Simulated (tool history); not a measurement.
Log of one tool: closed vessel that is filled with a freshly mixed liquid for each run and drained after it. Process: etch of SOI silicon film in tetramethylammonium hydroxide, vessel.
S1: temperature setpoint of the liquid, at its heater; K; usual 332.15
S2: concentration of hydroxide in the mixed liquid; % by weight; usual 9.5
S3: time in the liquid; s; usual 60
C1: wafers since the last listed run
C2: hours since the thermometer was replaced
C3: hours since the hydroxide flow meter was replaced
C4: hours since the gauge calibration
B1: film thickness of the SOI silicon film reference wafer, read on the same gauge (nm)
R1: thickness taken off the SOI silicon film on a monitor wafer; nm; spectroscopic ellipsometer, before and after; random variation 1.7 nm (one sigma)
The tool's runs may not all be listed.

Run 1, hour 0: usual settings; C1 0; C2 1545.6; C3 244.7; C4 45.4; B1 100.02. Result: R1 239.38 nm.
Run 2, hour 67.2: usual settings but S1 337.65 K; C1 8676; C2 1612.8; C3 311.9; C4 112.6; B1 100. Result: R1 330.53 nm.
Run 3, hour 122.7: usual settings but S1 337.65 K; C1 7165; C2 1668.3; C3 367.4; C4 168.1; B1 99.99. Result: R1 331.52 nm.
Run 4, hour 174.5: usual settings but S1 337.65 K; C1 6688; C2 1720.1; C3 419.2; C4 219.9; B1 99.99. Result: R1 334.09 nm.
Run 5, hour 233.1: usual settings but S1 325.65 K; C1 7566; C2 1778.7; C3 477.8; C4 278.5; B1 100. Result: R1 154.6 nm.
Run 6, hour 270.3: usual settings but S1 325.65 K; C1 4803; C2 1815.9; C3 515; C4 315.7; B1 100. Result: R1 153.62 nm.
Run 7, hour 322.6: usual settings but S1 330.15 K; C1 6752; C2 1868.2; C3 567.3; C4 368; B1 100.01. Result: R1 209.57 nm.
Run 8, hour 382.3: usual settings but S1 330.15 K; C1 7708; C2 1927.9; C3 627; C4 427.7; B1 99.99. Result: R1 206.91 nm.
Run 9, hour 431.9: usual settings but S1 330.15 K; C1 6404; C2 1977.5; C3 676.6; C4 477.3; B1 100. Result: R1 204.85 nm.
Run 10, hour 496.6: usual settings; C1 8353; C2 2042.2; C3 741.3; C4 542; B1 100.03. Result: R1 231.84 nm.
Run 11, hour 559.6: usual settings but S1 338.65 K, S2 8 % by weight, S3 80 s; C1 8134; C2 2105.2; C3 804.3; C4 605; B1 99.98. Result: R1 493.31 nm.
Run 12, hour 598.4: usual settings but S1 336.65 K, S2 11 % by weight, S3 30 s; C1 5009; C2 2144; C3 843.1; C4 643.8; B1 100.02. Result: R1 146.5 nm.
At hour 687.7: hydroxide flow meter replaced.
Run 13, hour 702.2: usual settings but S1 328.15 K, S3 70 s; C1 13272; C2 2247.8; C3 14.5; C4 747.6; B1 100.01. Result: R1 204.71 nm.
Run 14, hour 729.8: usual settings but S1 336.65 K, S3 40 s; C1 3563; C2 2275.4; C3 42.1; C4 775.2; B1 100.01. Result: R1 198.23 nm.
Run 15, hour 769.4: usual settings but S1 324.65 K, S2 6.5 % by weight, S3 30 s; C1 5112; C2 2315; C3 81.7; C4 814.8; B1 99.98. Result: R1 79.08 nm.
At hour 792.9: thermometer replaced.
Run 16, hour 809.6: usual settings but S1 325.65 K; C1 5061; C2 16.7; C3 121.9; C4 855; B1 99.99. Result: R1 148.23 nm.
At hour 898.2: hydroxide flow meter replaced, repeated, since the last time left the tool worse.
At hour 935.3: gauge calibrated.
Run 17, hour 1021.1: usual settings but S1 325.65 K, S3 75 s; C1 27178; C2 228.2; C3 122.9; C4 85.8; B1 100. Result: R1 194.4 nm.
Run 18, hour 1049.3: usual settings; C1 3641; C2 256.4; C3 151.1; C4 114; B1 100.01. Result: R1 232.84 nm.
Run 19, hour 1121: usual settings but S2 6.5 % by weight, S3 75 s; C1 9257; C2 328.1; C3 222.8; C4 185.7; B1 100. Result: R1 328.59 nm.

Run 20 comes next. What will it give?
Run 20, hour 1185.3: usual settings but S1 329.15 K, S2 11.5 % by weight, S3 50 s; C1 8302; C2 392.4; C3 287.1; C4 250; B1 ?. Result: R1 ?.

Run 20 gave B1 99.99, R1 148.88 nm.
Without the tool's hidden state the same run would have given R1 151.17 nm.
